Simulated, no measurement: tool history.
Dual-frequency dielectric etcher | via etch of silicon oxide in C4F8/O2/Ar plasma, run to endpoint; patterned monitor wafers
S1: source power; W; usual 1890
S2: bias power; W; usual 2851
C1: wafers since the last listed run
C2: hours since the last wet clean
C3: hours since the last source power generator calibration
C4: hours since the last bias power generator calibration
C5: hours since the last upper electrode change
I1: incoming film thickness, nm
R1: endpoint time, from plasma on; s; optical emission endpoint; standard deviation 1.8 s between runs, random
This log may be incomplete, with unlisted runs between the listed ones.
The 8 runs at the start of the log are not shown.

run   hour    S1    S2   C1     C2      C3      C4      C5      I1     R1
  9  209.0  1890  2851    1    0.9  2764.6  2414.8  1995.1  1221.7  214.3
 10  228.0  1890  2851   62   19.9  2783.6  2433.8  2014.1  1224.8  211.8
 11  252.7  1890  2851   81   44.6  2808.3  2458.5  2038.8  1219.2  214.6
     332.4  -- source power generator calibrated
     339.9  -- upper electrode replaced, of another model than before
     354.7  -- bias power generator calibrated
 12  357.7  1890  2851  295  149.6    25.3     3.0    17.8  1222.4  209.1
 13  380.2  1890  2851   74  172.1    47.8    25.5    40.3  1239.2  210.4
 14  393.5  1890  2851   43  185.4    61.1    38.8    53.6  1236.2  210.7
 15  422.0  1890  2851   94  213.9    89.6    67.3    82.1  1239.4  210.0
 16  437.1  1890  2851   49  229.0   104.7    82.4    97.2  1239.7  205.2
 17  459.7  1610  2851   74  251.6   127.3   105.0   119.8  1237.8  219.1
 18  484.5  1480  3176   81  276.4   152.1   129.8   144.6  1216.9  205.3
 19  512.1  1720  2851   91  304.0   179.7   157.4   172.2  1241.2  213.4
 20  529.1  1550  2526   56  321.0   196.7   174.4   189.2  1234.0  231.7
 21  553.5  1680  2669   80  345.4   221.1   198.8   213.6  1237.3  219.9
 22  582.7  1550  2497   96  374.6   250.3   228.0   242.8  1246.2  233.8
     607.3  -- wet clean of the chamber
 23  612.8  1750  3301   20    5.5   280.4   258.1   272.9  1247.9  209.4
 24  630.6  1480  3176   58   23.3   298.2   275.9   290.7  1240.9  217.6
 25  657.2  2270  2381   87   49.9   324.8   302.5   317.3  1237.2  225.8
 26  737.6  2020  2851  265  130.3   405.2   382.9   397.7  1238.7  210.7
 27  759.2  1460  2851   71  151.9   426.8   404.5   419.3  1228.9  225.9
 28  791.0  1890  2851  104  183.7   458.6   436.3   451.1  1231.3  213.8

For run 29, what comes out?
 29  804.5  2250  2362  44  197.2  472.1  449.8  464.6  1233.7   ?

{"run 29": {"R1": 222.2}}
Were there no unlogged condition in the tool, this run, its random variation unchanged, would have produced R1 226.7 s.

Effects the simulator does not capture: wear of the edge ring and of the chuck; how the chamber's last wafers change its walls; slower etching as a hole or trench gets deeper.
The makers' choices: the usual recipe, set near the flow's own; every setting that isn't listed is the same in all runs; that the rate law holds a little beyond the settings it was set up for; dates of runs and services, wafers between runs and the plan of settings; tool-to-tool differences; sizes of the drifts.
